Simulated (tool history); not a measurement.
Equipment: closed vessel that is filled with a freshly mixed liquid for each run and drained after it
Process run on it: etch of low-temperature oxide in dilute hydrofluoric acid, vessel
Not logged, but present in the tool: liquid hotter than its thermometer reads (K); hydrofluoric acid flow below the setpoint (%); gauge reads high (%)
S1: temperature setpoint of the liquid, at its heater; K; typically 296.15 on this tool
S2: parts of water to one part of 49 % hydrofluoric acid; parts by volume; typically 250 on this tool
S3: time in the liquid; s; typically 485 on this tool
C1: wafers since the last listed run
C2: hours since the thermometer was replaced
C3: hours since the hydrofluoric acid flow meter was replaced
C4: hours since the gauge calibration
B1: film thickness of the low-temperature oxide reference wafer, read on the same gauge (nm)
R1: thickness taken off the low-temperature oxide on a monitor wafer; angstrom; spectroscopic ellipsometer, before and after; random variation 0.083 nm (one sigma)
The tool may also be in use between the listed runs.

{"run": 1, "hour": 0.0, "S1": 296.15, "S2": 250, "S3": 485, "C1": 0, "C2": 2214.0, "C3": 1336.4, "C4": 38.6, "B1": 100.0, "R1": 199.2}
{"run": 2, "hour": 32.7, "S1": 296.15, "S2": 250, "S3": 485, "C1": 3168, "C2": 2246.7, "C3": 1369.1, "C4": 71.3, "B1": 100.0, "R1": 198.2}
{"run": 3, "hour": 48.1, "S1": 296.15, "S2": 250, "S3": 485, "C1": 1492, "C2": 2262.1, "C3": 1384.5, "C4": 86.7, "B1": 100.0, "R1": 198.1}
{"run": 4, "hour": 74.1, "S1": 296.15, "S2": 250, "S3": 485, "C1": 2519, "C2": 2288.1, "C3": 1410.5, "C4": 112.7, "B1": 100.01, "R1": 197.6}
{"run": 5, "hour": 87.9, "S1": 296.15, "S2": 250, "S3": 315, "C1": 1337, "C2": 2301.9, "C3": 1424.3, "C4": 126.5, "B1": 100.0, "R1": 129.5}
{"run": 6, "hour": 109.5, "S1": 296.15, "S2": 250, "S3": 315, "C1": 2093, "C2": 2323.5, "C3": 1445.9, "C4": 148.1, "B1": 100.0, "R1": 128.5}
{"run": 7, "hour": 136.8, "S1": 296.15, "S2": 250, "S3": 315, "C1": 2645, "C2": 2350.8, "C3": 1473.2, "C4": 175.4, "B1": 100.01, "R1": 128.5}
{"run": 8, "hour": 169.7, "S1": 296.15, "S2": 250, "S3": 485, "C1": 3188, "C2": 2383.7, "C3": 1506.1, "C4": 208.3, "B1": 99.99, "R1": 196.4}
{"run": 9, "hour": 182.8, "S1": 296.15, "S2": 250, "S3": 485, "C1": 1269, "C2": 2396.8, "C3": 1519.2, "C4": 221.4, "B1": 99.99, "R1": 196.2}
{"run": 10, "hour": 209.5, "S1": 296.15, "S2": 250, "S3": 395, "C1": 2587, "C2": 2423.5, "C3": 1545.9, "C4": 248.1, "B1": 100.01, "R1": 160.3}
{"run": 11, "hour": 240.9, "S1": 296.15, "S2": 250, "S3": 395, "C1": 3042, "C2": 2454.9, "C3": 1577.3, "C4": 279.5, "B1": 99.99, "R1": 158.9}
{"run": 12, "hour": 267.5, "S1": 296.15, "S2": 250, "S3": 395, "C1": 2577, "C2": 2481.5, "C3": 1603.9, "C4": 306.1, "B1": 99.98, "R1": 160.4}
{"run": 13, "hour": 299.8, "S1": 296.15, "S2": 180, "S3": 485, "C1": 3130, "C2": 2513.8, "C3": 1636.2, "C4": 338.4, "B1": 100.02, "R1": 296.1}
{"hour": 312.4, "done": "thermometer replaced"}
{"hour": 322.0, "done": "hydrofluoric acid flow meter replaced"}
{"run": 14, "hour": 333.8, "S1": 294.65, "S2": 250, "S3": 410, "C1": 3101, "C2": 21.4, "C3": 11.8, "C4": 372.4, "B1": 99.99, "R1": 167.3}
{"run": 15, "hour": 361.7, "S1": 293.15, "S2": 160, "S3": 650, "C1": 2703, "C2": 49.3, "C3": 39.7, "C4": 400.3, "B1": 99.99, "R1": 428.2}
{"run": 16, "hour": 398.6, "S1": 296.15, "S2": 250, "S3": 485, "C1": 3575, "C2": 86.2, "C3": 76.6, "C4": 437.2, "B1": 100.01, "R1": 207.1}
{"run": 17, "hour": 426.5, "S1": 292.15, "S2": 330, "S3": 400, "C1": 2703, "C2": 114.1, "C3": 104.5, "C4": 465.1, "B1": 100.01, "R1": 104.1}
{"run": 18, "hour": 449.1, "S1": 291.65, "S2": 335, "S3": 290, "C1": 2190, "C2": 136.7, "C3": 127.1, "C4": 487.7, "B1": 100.01, "R1": 72.6}
{"run": 19, "hour": 480.8, "S1": 301.15, "S2": 370, "S3": 485, "C1": 3072, "C2": 168.4, "C3": 158.8, "C4": 519.4, "B1": 100.02, "R1": 146.8}
{"hour": 482.3, "done": "gauge calibrated"}
{"run": 20, "hour": 507.2, "S1": 296.15, "S2": 250, "S3": 485, "C1": 2558, "C2": 194.8, "C3": 185.2, "C4": 24.9, "B1": 100.01, "R1": 206.3}
{"run": 21, "hour": 530.4, "S1": 296.15, "S2": 250, "S3": 665, "C1": 2248, "C2": 218.0, "C3": 208.4, "C4": 48.1, "B1": 100.01, "R1": 284.5}
{"run": 22, "hour": 553.8, "S1": 292.65, "S2": 210, "S3": 600, "C1": 2267, "C2": 241.4, "C3": 231.8, "C4": 71.5, "B1": 100.0, "R1": 280.6}
{"run": 23, "hour": 585.6, "S1": 296.15, "S2": 250, "S3": 485, "C1": 3081, "C2": 273.2, "C3": 263.6, "C4": 103.3, "B1": 100.01, "R1": 205.7}
{"run": 24, "hour": 607.2, "S1": 292.65, "S2": 250, "S3": 570, "C1": 2093, "C2": 294.8, "C3": 285.2, "C4": 124.9, "B1": 99.99, "R1": 212.8}
{"run": 25, "hour": 621.6, "S1": 291.65, "S2": 320, "S3": 245, "C1": 1395, "C2": 309.2, "C3": 299.6, "C4": 139.3, "B1": 99.99, "R1": 64.5}
{"run": 26, "hour": 649.4, "S1": 296.15, "S2": 250, "S3": 485, "C1": 2694, "C2": 337.0, "C3": 327.4, "C4": 167.1, "B1": 100.0, "R1": 206.7}
{"run": 27, "hour": 669.1, "S1": 296.15, "S2": 250, "S3": 485, "C1": 1909, "C2": 356.7, "C3": 347.1, "C4": 186.8, "B1": 99.99, "R1": 206.4}

What if the next run were any one of these 5? Each begins from the tool's condition after run 27:
{"run": "A", "hour": 669.9, "S1": 296.15, "S2": 250, "S3": 485, "C1": 77, "C2": 357.5, "C3": 347.9, "C4": 187.6, "B1": "?", "R1": "?"}
{"run": "B", "hour": 669.9, "S1": 294.15, "S2": 250, "S3": 385, "C1": 77, "C2": 357.5, "C3": 347.9, "C4": 187.6, "B1": "?", "R1": "?"}
{"run": "C", "hour": 669.9, "S1": 298.15, "S2": 160, "S3": 485, "C1": 77, "C2": 357.5, "C3": 347.9, "C4": 187.6, "B1": "?", "R1": "?"}
{"run": "D", "hour": 669.9, "S1": 296.15, "S2": 355, "S3": 485, "C1": 77, "C2": 357.5, "C3": 347.9, "C4": 187.6, "B1": "?", "R1": "?"}
{"run": "E", "hour": 669.9, "S1": 292.15, "S2": 250, "S3": 485, "C1": 77, "C2": 357.5, "C3": 347.9, "C4": 187.6, "B1": "?", "R1": "?"}

run=A B1=100.02 R1=204.4
run=B B1=100.02 R1=150.9
run=C B1=100.02 R1=379.7
run=D B1=100.02 R1=129.9
run=E B1=100.02 R1=176.6
With no hidden state in the tool, these same runs would have given:
run=A R1=205.0
run=B R1=151.2
run=C R1=379.7
run=D R1=130.6
run=E R1=176.7
